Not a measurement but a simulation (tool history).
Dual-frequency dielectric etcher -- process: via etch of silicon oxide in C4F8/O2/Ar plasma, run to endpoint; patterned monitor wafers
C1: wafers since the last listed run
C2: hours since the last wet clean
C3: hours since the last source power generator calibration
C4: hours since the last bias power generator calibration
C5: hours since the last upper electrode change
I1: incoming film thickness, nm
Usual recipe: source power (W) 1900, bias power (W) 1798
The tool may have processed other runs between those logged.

Run 1, hour 0.0: usual settings; C1 0; C2 288.8; C3 2463.4; C4 3251.6; C5 6179.0; I1 1159.5. Result: endpoint time (s) 229.0.
Run 2, hour 23.0: usual settings; C1 62; C2 311.8; C3 2486.4; C4 3274.6; C5 6202.0; I1 1164.1. Result: endpoint time (s) 226.6.
Run 3, hour 43.3: usual settings; C1 55; C2 332.1; C3 2506.7; C4 3294.9; C5 6222.3; I1 1152.3. Result: endpoint time (s) 221.7.
Run 4, hour 65.1: usual settings; C1 59; C2 353.9; C3 2528.5; C4 3316.7; C5 6244.1; I1 1153.7. Result: endpoint time (s) 223.9.
Run 5, hour 78.8: usual settings but bias power (W) 1572; C1 37; C2 367.6; C3 2542.2; C4 3330.4; C5 6257.8; I1 1150.7. Result: endpoint time (s) 227.0.
Run 6, hour 107.9: usual settings; C1 78; C2 396.7; C3 2571.3; C4 3359.5; C5 6286.9; I1 1147.4. Result: endpoint time (s) 220.8.
Run 7, hour 141.9: usual settings; C1 92; C2 430.7; C3 2605.3; C4 3393.5; C5 6320.9; I1 1146.1. Result: endpoint time (s) 217.8.
Run 8, hour 166.2: usual settings; C1 65; C2 455.0; C3 2629.6; C4 3417.8; C5 6345.2; I1 1157.9. Result: endpoint time (s) 221.3.
Run 9, hour 180.7: usual settings but source power (W) 1780, bias power (W) 2132; C1 39; C2 469.5; C3 2644.1; C4 3432.3; C5 6359.7; I1 1144.6. Result: endpoint time (s) 219.9.
Run 10, hour 215.2: usual settings but source power (W) 1780, bias power (W) 2132; C1 93; C2 504.0; C3 2678.6; C4 3466.8; C5 6394.2; I1 1161.8. Result: endpoint time (s) 218.9.
At hour 228.0: bias power generator calibrated.
At hour 235.4: source power generator calibrated.
At hour 247.5: wet clean of the chamber.
Run 11, hour 248.0: usual settings but source power (W) 1780, bias power (W) 2132; C1 34; C2 0.5; C3 12.6; C4 20.0; C5 6427.0; I1 1146.5. Result: endpoint time (s) 230.3.
Run 12, hour 255.0: usual settings but source power (W) 2060, bias power (W) 1980; C1 18; C2 7.5; C3 19.6; C4 27.0; C5 6434.0; I1 1153.9. Result: endpoint time (s) 215.4.
Run 13, hour 289.4: usual settings but source power (W) 1540; C1 93; C2 41.9; C3 54.0; C4 61.4; C5 6468.4; I1 1155.0. Result: endpoint time (s) 261.4.
At hour 326.9: upper electrode replaced.
Run 14, hour 343.4: usual settings; C1 81; C2 95.9; C3 108.0; C4 115.4; C5 16.5; I1 1144.4. Result: endpoint time (s) 224.9.
Run 15, hour 370.2: usual settings but source power (W) 2360, bias power (W) 1502; C1 72; C2 122.7; C3 134.8; C4 142.2; C5 43.3; I1 1153.3. Result: endpoint time (s) 211.9.
Run 16, hour 393.4: usual settings but source power (W) 2370, bias power (W) 1948; C1 62; C2 145.9; C3 158.0; C4 165.4; C5 66.5; I1 1169.1. Result: endpoint time (s) 204.0.
Run 17, hour 429.2: usual settings but source power (W) 2350, bias power (W) 2127; C1 97; C2 181.7; C3 193.8; C4 201.2; C5 102.3; I1 1155.5. Result: endpoint time (s) 195.2.
Run 18, hour 449.2: usual settings; C1 54; C2 201.7; C3 213.8; C4 221.2; C5 122.3; I1 1152.4. Result: endpoint time (s) 226.9.
Run 19, hour 465.1: usual settings; C1 43; C2 217.6; C3 229.7; C4 237.1; C5 138.2; I1 1151.4. Result: endpoint time (s) 225.7.
Run 20, hour 479.1: usual settings but source power (W) 2070, bias power (W) 2213; C1 37; C2 231.6; C3 243.7; C4 251.1; C5 152.2; I1 1149.6. Result: endpoint time (s) 205.4.

What will run 21 give?
Run 21, hour 506.0: usual settings but source power (W) 1590, bias power (W) 1411; C1 72; C2 258.5; C3 270.6; C4 278.0; C5 179.1; I1 1144.0. Result: endpoint time (s) ?.

For run 21 the tool returned endpoint time (s) 259.3.
On a tool with no hidden condition, and with the same random variation, this run would have come out at endpoint time (s) 265.1.

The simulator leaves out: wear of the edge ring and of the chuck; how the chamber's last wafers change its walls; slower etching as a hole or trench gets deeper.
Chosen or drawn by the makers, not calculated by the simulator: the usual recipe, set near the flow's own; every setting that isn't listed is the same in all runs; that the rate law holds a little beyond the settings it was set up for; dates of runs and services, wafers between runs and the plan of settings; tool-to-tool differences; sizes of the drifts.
